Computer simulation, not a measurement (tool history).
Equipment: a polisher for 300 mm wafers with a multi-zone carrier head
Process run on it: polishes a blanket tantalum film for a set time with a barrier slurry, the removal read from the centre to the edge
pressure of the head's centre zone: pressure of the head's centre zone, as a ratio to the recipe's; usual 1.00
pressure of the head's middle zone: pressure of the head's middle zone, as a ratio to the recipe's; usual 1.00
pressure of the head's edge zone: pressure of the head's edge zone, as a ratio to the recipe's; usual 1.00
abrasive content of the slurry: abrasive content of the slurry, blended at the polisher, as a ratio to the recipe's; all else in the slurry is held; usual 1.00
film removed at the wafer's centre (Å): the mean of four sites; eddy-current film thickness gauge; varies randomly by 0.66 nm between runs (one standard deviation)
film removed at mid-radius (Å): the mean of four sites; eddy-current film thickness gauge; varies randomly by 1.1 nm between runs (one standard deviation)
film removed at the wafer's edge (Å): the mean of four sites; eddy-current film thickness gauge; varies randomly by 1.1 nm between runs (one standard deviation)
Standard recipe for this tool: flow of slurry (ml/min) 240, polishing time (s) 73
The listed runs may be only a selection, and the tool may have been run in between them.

run	hour	flow of slurry (ml/min)	pressure of the head's centre zone	pressure of the head's middle zone	pressure of the head's edge zone	abrasive content of the slurry	polishing time (s)	wafers since the last listed run	wafers polished on this pad	hours since the slurry nozzle was cleaned	hours since the centre zone pressure was calibrated	hours since the edge zone pressure was calibrated	hours since the carrier head's membrane was replaced	incoming thickness of the incoming film, nm	film removed at the wafer's centre (Å)	film removed at mid-radius (Å)	film removed at the wafer's edge (Å)
1	0.0	240	1.00	1.00	1.00	1.00	73	0	2577	169.1	977.3	143.6	1440.9	457.7	856	824	811
# hour 7.0: centre zone pressure recalibrated
2	29.3	240	1.00	1.00	1.00	1.00	73	224	2801	198.4	22.3	172.9	1470.2	451.6	884	832	800
# hour 63.2: worn pad replaced by a new one
3	84.7	240	1.10	1.00	1.04	1.20	73	422	176	253.8	77.7	228.3	1525.6	452.5	1007	845	880
4	118.0	240	1.00	1.00	1.00	1.00	73	273	449	287.1	111.0	261.6	1558.9	469.0	886	779	806
# hour 213.2: edge zone pressure recalibrated
5	264.1	240	1.11	0.92	1.00	1.00	73	1183	1633	433.2	257.1	50.9	1705.0	460.0	972	756	810
6	325.1	295	1.00	1.00	1.00	1.00	63	500	2133	494.2	318.1	111.9	1766.0	460.8	785	712	699
7	364.6	240	1.00	1.00	1.00	1.00	73	324	2458	533.7	357.6	151.4	1805.5	459.9	894	797	783
# hour 401.8: centre zone pressure recalibrated, repeated, since the last time left the tool worse
8	436.4	180	1.00	1.08	1.00	1.30	95	573	3031	605.5	34.6	223.2	1877.3	466.8	1120	1180	1115
# hour 449.2: worn pad replaced by a new one
# hour 471.5: carrier head's membrane replaced by a new one
9	504.1	240	1.00	0.91	1.00	1.00	73	481	410	673.2	102.3	290.9	32.6	457.8	812	743	812
# hour 524.4: slurry nozzle cleaned
10	542.8	240	1.00	1.00	0.91	1.00	73	309	719	18.4	141.0	329.6	71.3	462.2	821	806	779
11	610.0	240	1.00	1.09	1.00	0.80	73	551	1271	85.6	208.2	396.8	138.5	463.7	771	812	770
# hour 647.5: edge zone pressure recalibrated
12	651.8	170	1.00	1.00	1.00	1.00	52	326	1598	127.4	250.0	4.3	180.3	454.0	566	564	568
13	685.5	240	1.00	1.00	1.00	1.00	73	276	1874	161.1	283.7	38.0	214.0	466.8	821	818	805
14	735.0	200	1.00	0.92	1.00	0.90	82	406	2281	210.6	333.2	87.5	263.5	461.1	885	819	863
15	769.4	180	1.11	1.06	1.00	1.15	73	282	2563	245.0	367.6	121.9	297.9	455.1	900	836	836
16	836.1	240	1.00	1.00	0.91	1.00	73	547	3111	311.7	434.3	188.6	364.6	457.3	825	809	772
17	873.3	240	1.00	1.00	1.00	1.00	73	305	3416	348.9	471.5	225.8	401.8	453.6	830	811	794
# hour 906.4: worn pad replaced by a new one
18	937.3	240	1.00	1.00	1.00	1.00	73	492	253	412.9	535.5	289.8	465.8	463.3	836	801	817
19	1006.7	240	1.00	1.00	1.00	1.25	97	569	823	482.3	604.9	359.2	535.2	459.5	1166	1140	1144
# hour 1088.1: slurry nozzle cleaned
# hour 1097.2: edge zone pressure recalibrated
20	1176.2	240	1.00	1.00	1.00	1.00	73	1367	2190	88.1	774.4	79.0	704.7	452.6	842	805	808
21	1216.4	240	1.00	1.00	1.00	1.15	66	330	2520	128.3	814.6	119.2	744.9	456.1	792	741	766

Branching from run 21: 4 alternative next runs. What would each branch give?
A	1216.8	240	1.00	1.00	1.00	1.00	73	3	2523	128.7	815.0	119.6	745.3	457.0	?	?	?
B	1216.8	240	0.90	0.97	0.93	1.00	73	3	2523	128.7	815.0	119.6	745.3	457.0	?	?	?
C	1216.8	240	0.90	1.10	1.00	1.00	73	3	2523	128.7	815.0	119.6	745.3	457.0	?	?	?
D	1216.8	240	1.00	1.00	1.00	0.70	82	3	2523	128.7	815.0	119.6	745.3	457.0	?	?	?

run	film removed at the wafer's centre (Å)	film removed at mid-radius (Å)	film removed at the wafer's edge (Å)
A	851	816	796
B	785	795	773
C	786	885	795
D	859	823	804
Without the tool's hidden state the same runs would have given:
run	film removed at the wafer's centre (Å)	film removed at mid-radius (Å)	film removed at the wafer's edge (Å)
A	823	816	796
B	758	795	773
C	759	885	795
D	830	823	804
